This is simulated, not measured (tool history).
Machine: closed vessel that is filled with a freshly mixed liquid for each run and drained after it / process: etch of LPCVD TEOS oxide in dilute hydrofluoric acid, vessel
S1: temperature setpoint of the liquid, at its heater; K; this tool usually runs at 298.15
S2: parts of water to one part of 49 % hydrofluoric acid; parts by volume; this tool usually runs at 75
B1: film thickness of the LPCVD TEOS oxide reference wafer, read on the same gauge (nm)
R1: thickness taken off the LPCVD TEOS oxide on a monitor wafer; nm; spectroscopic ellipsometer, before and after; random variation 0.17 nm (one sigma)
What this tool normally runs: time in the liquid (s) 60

run 1 hour=0 | S1=298.15 S2=90 time_in_the_liquid_(s)=60 | B1=150.03 | R1=37.43
run 2 hour=44 | S1=298.15 S2=75 time_in_the_liquid_(s)=60 | B1=150.01 | R1=45.97
run 3 hour=108.4 | S1=298.15 S2=75 time_in_the_liquid_(s)=60 | B1=149.99 | R1=45.89
run 4 hour=148.2 | S1=298.15 S2=75 time_in_the_liquid_(s)=60 | B1=150.01 | R1=45.93
run 5 hour=200.1 | S1=300.65 S2=75 time_in_the_liquid_(s)=60 | B1=149.95 | R1=50.55
run 6 hour=284.6 | S1=300.65 S2=75 time_in_the_liquid_(s)=60 | B1=149.93 | R1=50.91
run 7 hour=355.5 | S1=300.65 S2=75 time_in_the_liquid_(s)=60 | B1=150.02 | R1=50.82
run 8 hour=457.5 | S1=298.15 S2=50 time_in_the_liquid_(s)=60 | B1=150.02 | R1=71.34
run 9 hour=500.9 | S1=301.15 S2=75 time_in_the_liquid_(s)=60 | B1=149.98 | R1=52.02
run 10 hour=574.1 | S1=298.15 S2=75 time_in_the_liquid_(s)=60 | B1=150.03 | R1=46.02
run 11 hour=648.6 | S1=298.15 S2=75 time_in_the_liquid_(s)=60 | B1=150 | R1=46.05
run 12 hour=697.3 | S1=298.15 S2=75 time_in_the_liquid_(s)=60 | B1=149.98 | R1=46.16
run 13 hour=736.2 | S1=298.15 S2=75 time_in_the_liquid_(s)=60 | B1=150.02 | R1=46.35
-- hour=758.2 thermometer replaced
-- hour=786.9 hydrofluoric acid flow meter replaced
run 14 hour=791.8 | S1=298.15 S2=75 time_in_the_liquid_(s)=40 | B1=150.03 | R1=30.45
run 15 hour=839.8 | S1=296.65 S2=40 time_in_the_liquid_(s)=50 | B1=149.97 | R1=69.52
run 16 hour=939 | S1=298.15 S2=75 time_in_the_liquid_(s)=40 | B1=149.98 | R1=30.18
-- hour=992.8 gauge calibrated
run 17 hour=1028.8 | S1=303.15 S2=100 time_in_the_liquid_(s)=30 | B1=149.98 | R1=19.96
run 18 hour=1077.8 | S1=298.15 S2=75 time_in_the_liquid_(s)=60 | B1=150 | R1=45.38
run 19 hour=1168 | S1=295.65 S2=75 time_in_the_liquid_(s)=35 | B1=149.97 | R1=23.95
run 20 hour=1240.3 | S1=301.15 S2=55 time_in_the_liquid_(s)=60 | B1=150 | R1=71.62
run 21 hour=1334.4 | S1=301.65 S2=75 time_in_the_liquid_(s)=60 | B1=149.99 | R1=52.43
run 22 hour=1397 | S1=298.15 S2=75 time_in_the_liquid_(s)=60 | B1=149.97 | R1=45.53
run 23 hour=1462.3 | S1=295.65 S2=75 time_in_the_liquid_(s)=40 | B1=150.01 | R1=27.72
run 24 hour=1568.6 | S1=298.15 S2=110 time_in_the_liquid_(s)=35 | B1=150.05 | R1=17.4
run 25 hour=1608.9 | S1=298.15 S2=55 time_in_the_liquid_(s)=95 | B1=149.98 | R1=101.36
run 26 hour=1647.2 | S1=298.15 S2=75 time_in_the_liquid_(s)=60 | B1=149.98 | R1=45.93
run 27 hour=1724.2 | S1=298.15 S2=75 time_in_the_liquid_(s)=60 | B1=150.02 | R1=45.86
run 28 hour=1981.2 | S1=300.65 S2=110 time_in_the_liquid_(s)=50 | B1=150 | R1=27.44

4 ways to go on from here, each from the tool as it stands after run 28. What would each give?
run A hour=1981.9 | S1=294.15 S2=75 time_in_the_liquid_(s)=60 | B1=? | R1=?
run B hour=1981.9 | S1=298.15 S2=85 time_in_the_liquid_(s)=75 | B1=? | R1=?
run C hour=1981.9 | S1=301.15 S2=65 time_in_the_liquid_(s)=90 | B1=? | R1=?
run D hour=1981.9 | S1=300.65 S2=65 time_in_the_liquid_(s)=40 | B1=? | R1=?

run=A B1=150 R1=38.95
run=B B1=150 R1=49.97
run=C B1=150 R1=90.69
run=D B1=150 R1=39.52
Without the tool's unlogged condition, the same runs would have read:
run=A R1=38.68
run=B R1=49.56
run=C R1=89.96
run=D R1=39.2
